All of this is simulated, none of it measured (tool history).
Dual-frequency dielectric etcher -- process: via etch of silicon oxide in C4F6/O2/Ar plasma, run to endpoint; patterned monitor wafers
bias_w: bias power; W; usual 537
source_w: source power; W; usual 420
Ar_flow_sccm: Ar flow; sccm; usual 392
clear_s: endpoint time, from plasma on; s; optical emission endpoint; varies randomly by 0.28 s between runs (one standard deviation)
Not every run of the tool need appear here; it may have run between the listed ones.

run,day,bias_w,source_w,Ar_flow_sccm,"incoming incoming film thickness, nm",clear_s
1,0.000,601,420,392,190.4,39.4
2,0.879,537,420,392,193.2,41.9
# day 2.804: wet clean of the chamber
3,2.825,537,420,392,192.5,46.0
4,3.533,537,420,392,192.2,46.1
5,4.533,537,420,392,191.4,45.0
6,5.583,537,420,392,192.1,45.4
7,6.342,438,350,335,191.6,52.6
8,7.458,633,420,425,192.9,43.0
# day 8.583: wet clean of the chamber, repeated, since the last time left the tool worse
9,8.604,537,420,392,191.4,42.4
10,9.392,469,420,392,195.0,45.7
11,10.746,537,420,420,192.3,43.2
# day 11.342: source power generator calibrated
12,11.404,537,420,392,191.9,42.8
13,12.075,439,360,392,192.8,49.9
14,13.388,537,380,458,191.5,44.7
# day 13.921: Ar flow controller replaced
# day 14.167: bias power generator calibrated
15,14.188,605,390,459,191.8,42.8
16,14.933,537,420,392,192.3,42.2
17,15.446,496,420,392,193.7,43.9
# day 16.804: upper electrode replaced
18,16.862,537,420,392,191.7,41.8
19,18.108,643,340,302,191.7,41.7
20,19.008,537,370,392,194.6,44.9
21,19.650,537,360,392,192.0,44.4
22,20.871,537,420,392,191.8,42.0
23,21.579,537,420,392,191.5,42.1
# day 23.617: wet clean of the chamber
24,23.638,537,420,392,194.2,43.3
25,23.650,537,420,392,193.7,42.9
26,24.842,414,380,445,192.5,50.2
27,26.112,669,380,392,191.9,40.6
28,26.717,537,420,474,193.7,43.5
29,27.675,413,420,322,191.5,46.3

Here are 4 independent what-if runs from the current tool condition. What would each one return?
A,27.692,537,420,392,191.4,?
B,27.692,629,420,392,191.4,?
C,27.692,426,490,486,191.4,?
D,27.692,537,420,424,191.4,?

run,clear_s
A,42.7
B,39.9
C,44.9
D,43.0
Stripped of hidden state, with their random variation kept, the same runs would have yielded:
run,clear_s
A,43.2
B,40.5
C,45.5
D,43.6
